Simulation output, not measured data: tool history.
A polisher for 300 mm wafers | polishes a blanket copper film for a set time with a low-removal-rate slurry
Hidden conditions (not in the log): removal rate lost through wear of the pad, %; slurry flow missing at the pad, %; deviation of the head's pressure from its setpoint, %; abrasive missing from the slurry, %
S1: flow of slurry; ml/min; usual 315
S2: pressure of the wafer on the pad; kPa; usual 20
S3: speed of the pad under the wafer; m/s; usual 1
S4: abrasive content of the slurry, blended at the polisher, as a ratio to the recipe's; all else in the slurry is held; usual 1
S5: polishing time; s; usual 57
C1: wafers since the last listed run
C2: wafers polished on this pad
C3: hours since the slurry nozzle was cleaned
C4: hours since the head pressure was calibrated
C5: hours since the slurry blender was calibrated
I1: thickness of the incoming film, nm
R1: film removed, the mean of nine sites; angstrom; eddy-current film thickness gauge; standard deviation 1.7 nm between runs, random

{"run": 1, "hour": 0.0, "S1": 315, "S2": 20, "S3": 1, "S4": 0.75, "S5": 57, "C1": 0, "C2": 2224, "C3": 668.4, "C4": 95.1, "C5": 81.5, "I1": 650.7, "R1": 1655}
{"hour": 1.1, "done": "slurry nozzle cleaned"}
{"run": 2, "hour": 290.1, "S1": 315, "S2": 20, "S3": 1, "S4": 1, "S5": 52, "C1": 2795, "C2": 5020, "C3": 289, "C4": 385.2, "C5": 371.6, "I1": 651.3, "R1": 1670}
{"hour": 330.3, "done": "worn pad replaced by a new one"}
{"run": 3, "hour": 349.9, "S1": 315, "S2": 20, "S3": 1, "S4": 1, "S5": 52, "C1": 539, "C2": 189, "C3": 348.8, "C4": 445, "C5": 431.4, "I1": 647, "R1": 1668}
{"hour": 396.8, "done": "slurry blender recalibrated"}
{"run": 4, "hour": 455.5, "S1": 315, "S2": 20, "S3": 1, "S4": 1, "S5": 52, "C1": 1001, "C2": 1191, "C3": 454.4, "C4": 550.6, "C5": 58.7, "I1": 657.3, "R1": 1790}
{"run": 5, "hour": 527.0, "S1": 315, "S2": 20, "S3": 1, "S4": 1, "S5": 57, "C1": 691, "C2": 1882, "C3": 525.9, "C4": 622.1, "C5": 130.2, "I1": 639.4, "R1": 1904}
{"hour": 620.2, "done": "head pressure recalibrated"}
{"run": 6, "hour": 628.1, "S1": 315, "S2": 20, "S3": 1, "S4": 1, "S5": 57, "C1": 958, "C2": 2840, "C3": 627, "C4": 7.9, "C5": 231.3, "I1": 643.4, "R1": 1737}
{"run": 7, "hour": 698.8, "S1": 315, "S2": 20, "S3": 1, "S4": 1, "S5": 50, "C1": 683, "C2": 3524, "C3": 697.7, "C4": 78.6, "C5": 302, "I1": 642.8, "R1": 1524}
{"run": 8, "hour": 753.9, "S1": 315, "S2": 20, "S3": 1, "S4": 1, "S5": 50, "C1": 532, "C2": 4057, "C3": 752.8, "C4": 133.7, "C5": 357.1, "I1": 642.1, "R1": 1550}
{"hour": 793.3, "done": "slurry nozzle cleaned"}
{"run": 9, "hour": 844.4, "S1": 390, "S2": 20, "S3": 1, "S4": 1, "S5": 57, "C1": 865, "C2": 4922, "C3": 51.1, "C4": 224.2, "C5": 447.6, "I1": 656.1, "R1": 1812}
{"hour": 904.8, "done": "worn pad replaced by a new one"}
{"run": 10, "hour": 985.4, "S1": 400, "S2": 20, "S3": 1, "S4": 1, "S5": 57, "C1": 1324, "C2": 779, "C3": 192.1, "C4": 365.2, "C5": 588.6, "I1": 652, "R1": 1787}
{"hour": 997.6, "done": "slurry blender recalibrated"}
{"run": 11, "hour": 1025.4, "S1": 400, "S2": 20, "S3": 1, "S4": 1, "S5": 57, "C1": 367, "C2": 1146, "C3": 232.1, "C4": 405.2, "C5": 27.8, "I1": 655.1, "R1": 1933}
{"run": 12, "hour": 1075.4, "S1": 315, "S2": 20, "S3": 1, "S4": 1, "S5": 57, "C1": 483, "C2": 1630, "C3": 282.1, "C4": 455.2, "C5": 77.8, "I1": 645.3, "R1": 1892}
{"run": 13, "hour": 1219.8, "S1": 315, "S2": 20, "S3": 1, "S4": 1, "S5": 45, "C1": 1396, "C2": 3026, "C3": 426.5, "C4": 599.6, "C5": 222.2, "I1": 643.1, "R1": 1434}
{"run": 14, "hour": 1268.2, "S1": 375, "S2": 20, "S3": 0.76, "S4": 1, "S5": 70, "C1": 468, "C2": 3494, "C3": 474.9, "C4": 648, "C5": 270.6, "I1": 646.2, "R1": 1724}
{"run": 15, "hour": 1335.0, "S1": 315, "S2": 20, "S3": 1.32, "S4": 1, "S5": 57, "C1": 645, "C2": 4140, "C3": 541.7, "C4": 714.8, "C5": 337.4, "I1": 656.2, "R1": 2427}
{"run": 16, "hour": 1440.6, "S1": 315, "S2": 20, "S3": 1.14, "S4": 1, "S5": 57, "C1": 1021, "C2": 5162, "C3": 647.3, "C4": 820.4, "C5": 443, "I1": 640.5, "R1": 2108}
{"hour": 1486.0, "done": "head pressure recalibrated"}
{"hour": 1507.4, "done": "worn pad replaced by a new one"}
{"run": 17, "hour": 1548.5, "S1": 260, "S2": 20, "S3": 1, "S4": 1, "S5": 57, "C1": 985, "C2": 397, "C3": 755.2, "C4": 62.5, "C5": 550.9, "I1": 639.1, "R1": 1741}
{"hour": 1572.6, "done": "slurry blender recalibrated"}
{"hour": 1649.5, "done": "slurry nozzle cleaned"}
{"run": 18, "hour": 1653.8, "S1": 315, "S2": 20, "S3": 1, "S4": 1, "S5": 57, "C1": 989, "C2": 1386, "C3": 4.3, "C4": 167.8, "C5": 81.2, "I1": 655.4, "R1": 1898}
{"run": 19, "hour": 1742.7, "S1": 385, "S2": 22.8, "S3": 0.8, "S4": 1.25, "S5": 57, "C1": 859, "C2": 2246, "C3": 93.2, "C4": 256.7, "C5": 170.1, "I1": 651.1, "R1": 1844}
{"run": 20, "hour": 1780.7, "S1": 315, "S2": 20, "S3": 1, "S4": 0.8, "S5": 57, "C1": 367, "C2": 2613, "C3": 131.2, "C4": 294.7, "C5": 208.1, "I1": 653.8, "R1": 1689}
{"run": 21, "hour": 1817.9, "S1": 315, "S2": 20, "S3": 0.76, "S4": 0.75, "S5": 73, "C1": 359, "C2": 2973, "C3": 168.4, "C4": 331.9, "C5": 245.3, "I1": 665.2, "R1": 1605}
{"run": 22, "hour": 1878.0, "S1": 315, "S2": 24.1, "S3": 1, "S4": 1, "S5": 57, "C1": 581, "C2": 3554, "C3": 228.5, "C4": 392, "C5": 305.4, "I1": 665.2, "R1": 2191}
{"run": 23, "hour": 1953.8, "S1": 230, "S2": 26.9, "S3": 0.72, "S4": 1, "S5": 49, "C1": 733, "C2": 4287, "C3": 304.3, "C4": 467.8, "C5": 381.2, "I1": 649.9, "R1": 1500}
{"run": 24, "hour": 2001.9, "S1": 315, "S2": 20, "S3": 1, "S4": 1, "S5": 57, "C1": 465, "C2": 4752, "C3": 352.4, "C4": 515.9, "C5": 429.3, "I1": 635.2, "R1": 1878}
{"hour": 2039.7, "done": "worn pad replaced by a new one"}
{"run": 25, "hour": 2074.0, "S1": 315, "S2": 20, "S3": 1, "S4": 1, "S5": 57, "C1": 658, "C2": 332, "C3": 424.5, "C4": 588, "C5": 501.4, "I1": 656.1, "R1": 1850}
{"run": 26, "hour": 2145.9, "S1": 315, "S2": 20, "S3": 1, "S4": 1, "S5": 57, "C1": 695, "C2": 1027, "C3": 496.4, "C4": 659.9, "C5": 573.3, "I1": 647.2, "R1": 1835}
{"hour": 2150.4, "done": "head pressure recalibrated"}
{"hour": 2185.2, "done": "slurry blender recalibrated"}
{"run": 27, "hour": 2229.1, "S1": 225, "S2": 20, "S3": 1.16, "S4": 1, "S5": 47, "C1": 765, "C2": 1793, "C3": 579.6, "C4": 78.7, "C5": 43.9, "I1": 649.8, "R1": 1791}
{"run": 28, "hour": 2282.9, "S1": 225, "S2": 25.5, "S3": 1.34, "S4": 1, "S5": 57, "C1": 520, "C2": 2313, "C3": 633.4, "C4": 132.5, "C5": 97.7, "I1": 648.8, "R1": 3204}
{"run": 29, "hour": 2344.5, "S1": 315, "S2": 20, "S3": 1.36, "S4": 1, "S5": 57, "C1": 595, "C2": 2909, "C3": 695, "C4": 194.1, "C5": 159.3, "I1": 658.9, "R1": 2553}

Across each entry between runs, compare the hidden state at the last listed run before it with the hidden state at the first listed run after it:
From run 1 to run 2: slurry nozzle cleaned (hour 1.1)
  deviation of the head's pressure from its setpoint, %: 0.789 -> 3.08; abrasive missing from the slurry, %: 9.14 -> 19.4
  measured minus no-state result, R1: -43 -> -92 angstrom
From run 2 to run 3: worn pad replaced by a new one (hour 330.3)
  deviation of the head's pressure from its setpoint, %: 3.08 -> 3.55; abrasive missing from the slurry, %: 19.4 -> 20.1
  measured minus no-state result, R1: -92 -> -90 angstrom
From run 3 to run 4: slurry blender recalibrated (hour 396.8)
  deviation of the head's pressure from its setpoint, %: 3.55 -> 4.39; abrasive missing from the slurry, %: 20.1 -> 7.15
  measured minus no-state result, R1: -90 -> +27 angstrom
From run 5 to run 6: head pressure recalibrated (hour 620.2)
  deviation of the head's pressure from its setpoint, %: 4.95 -> -0.839; abrasive missing from the slurry, %: 11.9 -> 16.1
  measured minus no-state result, R1: +1 -> -137 angstrom
From run 8 to run 9: slurry nozzle cleaned (hour 793.3)
  deviation of the head's pressure from its setpoint, %: 0.154 -> 0.869; abrasive missing from the slurry, %: 18.9 -> 20
  measured minus no-state result, R1: -129 -> -148 angstrom
From run 9 to run 10: worn pad replaced by a new one (hour 904.8)
  deviation of the head's pressure from its setpoint, %: 0.869 -> 1.98; abrasive missing from the slurry, %: 20 -> 20.9
  measured minus no-state result, R1: -148 -> -133 angstrom
From run 10 to run 11: slurry blender recalibrated (hour 997.6)
  deviation of the head's pressure from its setpoint, %: 1.98 -> 2.3; abrasive missing from the slurry, %: 20.9 -> 5.48
  measured minus no-state result, R1: -133 -> +3 angstrom
From run 16 to run 17: head pressure recalibrated (hour 1486); worn pad replaced by a new one (hour 1507.4)
  deviation of the head's pressure from its setpoint, %: 5.58 -> 0.573; abrasive missing from the slurry, %: 21 -> 21.8
  measured minus no-state result, R1: -82 -> -165 angstrom
From run 17 to run 18: slurry blender recalibrated (hour 1572.6); slurry nozzle cleaned (hour 1649.5)
  deviation of the head's pressure from its setpoint, %: 0.573 -> 1.41; abrasive missing from the slurry, %: 21.8 -> 7.63
  measured minus no-state result, R1: -165 -> -30 angstrom
From run 24 to run 25: worn pad replaced by a new one (hour 2039.7)
  deviation of the head's pressure from its setpoint, %: 4.15 -> 4.72; abrasive missing from the slurry, %: 18.6 -> 19.2
  measured minus no-state result, R1: -75 -> -69 angstrom
From run 26 to run 27: head pressure recalibrated (hour 2150.4); slurry blender recalibrated (hour 2185.2)
  deviation of the head's pressure from its setpoint, %: 5.29 -> 1.47; abrasive missing from the slurry, %: 19.6 -> 4.66
  measured minus no-state result, R1: -62 -> -6 angstrom
